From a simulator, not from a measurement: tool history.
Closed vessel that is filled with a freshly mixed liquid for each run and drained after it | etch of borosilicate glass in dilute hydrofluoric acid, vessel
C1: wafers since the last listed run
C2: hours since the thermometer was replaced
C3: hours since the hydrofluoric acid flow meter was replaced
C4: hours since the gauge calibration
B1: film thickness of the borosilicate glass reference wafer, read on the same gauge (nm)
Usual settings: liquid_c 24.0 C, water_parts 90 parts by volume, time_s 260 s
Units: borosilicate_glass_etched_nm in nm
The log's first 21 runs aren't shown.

run 22 day=20.562 | liquid_c=20.5 water_parts=65 time_s=115 | C1=1210 C2=1450.7 C3=267.6 C4=536.9 | B1=150.02 | borosilicate_glass_etched_nm=28.40
-- day=21.158 gauge calibrated
run 23 day=22.046 | liquid_c=24.0 water_parts=90 time_s=200 | C1=2626 C2=1486.3 C3=303.2 C4=21.3 | B1=150.04 | borosilicate_glass_etched_nm=40.13
run 24 day=23.438 | liquid_c=26.5 water_parts=60 time_s=385 | C1=2464 C2=1519.7 C3=336.6 C4=54.7 | B1=149.99 | borosilicate_glass_etched_nm=132.31
run 25 day=24.425 | liquid_c=25.5 water_parts=90 time_s=195 | C1=1748 C2=1543.4 C3=360.3 C4=78.4 | B1=149.97 | borosilicate_glass_etched_nm=41.35
run 26 day=25.362 | liquid_c=28.0 water_parts=90 time_s=260 | C1=1660 C2=1565.9 C3=382.8 C4=100.9 | B1=150.03 | borosilicate_glass_etched_nm=61.05
-- day=26.329 thermometer replaced
run 27 day=27.571 | liquid_c=20.0 water_parts=50 time_s=125 | C1=3836 C2=29.8 C3=435.8 C4=153.9 | B1=149.97 | borosilicate_glass_etched_nm=43.35
run 28 day=28.912 | liquid_c=24.0 water_parts=90 time_s=385 | C1=2375 C2=62.0 C3=468.0 C4=186.1 | B1=149.97 | borosilicate_glass_etched_nm=83.65
run 29 day=30.021 | liquid_c=21.5 water_parts=130 time_s=220 | C1=1962 C2=88.6 C3=494.6 C4=212.7 | B1=149.95 | borosilicate_glass_etched_nm=28.28
run 30 day=31.404 | liquid_c=28.5 water_parts=110 time_s=105 | C1=2449 C2=121.8 C3=527.8 C4=245.9 | B1=149.98 | borosilicate_glass_etched_nm=21.40
run 31 day=32.288 | liquid_c=24.0 water_parts=90 time_s=260 | C1=1564 C2=143.0 C3=549.0 C4=267.1 | B1=150.03 | borosilicate_glass_etched_nm=55.88
run 32 day=33.488 | liquid_c=24.0 water_parts=75 time_s=410 | C1=2125 C2=171.8 C3=577.8 C4=295.9 | B1=150.00 | borosilicate_glass_etched_nm=106.31
run 33 day=34.238 | liquid_c=28.0 water_parts=65 time_s=320 | C1=1328 C2=189.8 C3=595.8 C4=313.9 | B1=149.98 | borosilicate_glass_etched_nm=113.30
run 34 day=35.450 | liquid_c=29.0 water_parts=90 time_s=260 | C1=2147 C2=218.9 C3=624.9 C4=343.0 | B1=149.99 | borosilicate_glass_etched_nm=67.21

Forecast each of these 3 alternatives for the next run:
run A day=35.479 | liquid_c=24.0 water_parts=90 time_s=260 | C1=51 C2=219.6 C3=625.6 C4=343.7 | B1=? | borosilicate_glass_etched_nm=?
run B day=35.479 | liquid_c=19.5 water_parts=70 time_s=210 | C1=51 C2=219.6 C3=625.6 C4=343.7 | B1=? | borosilicate_glass_etched_nm=?
run C day=35.479 | liquid_c=28.0 water_parts=70 time_s=300 | C1=51 C2=219.6 C3=625.6 C4=343.7 | B1=? | borosilicate_glass_etched_nm=?

run=A B1=150.02 borosilicate_glass_etched_nm=55.37
run=B B1=150.02 borosilicate_glass_etched_nm=48.89
run=C B1=150.02 borosilicate_glass_etched_nm=98.86
Without the tool's hidden state the same runs would have given:
run=A borosilicate_glass_etched_nm=57.10
run=B borosilicate_glass_etched_nm=50.51
run=C borosilicate_glass_etched_nm=101.90

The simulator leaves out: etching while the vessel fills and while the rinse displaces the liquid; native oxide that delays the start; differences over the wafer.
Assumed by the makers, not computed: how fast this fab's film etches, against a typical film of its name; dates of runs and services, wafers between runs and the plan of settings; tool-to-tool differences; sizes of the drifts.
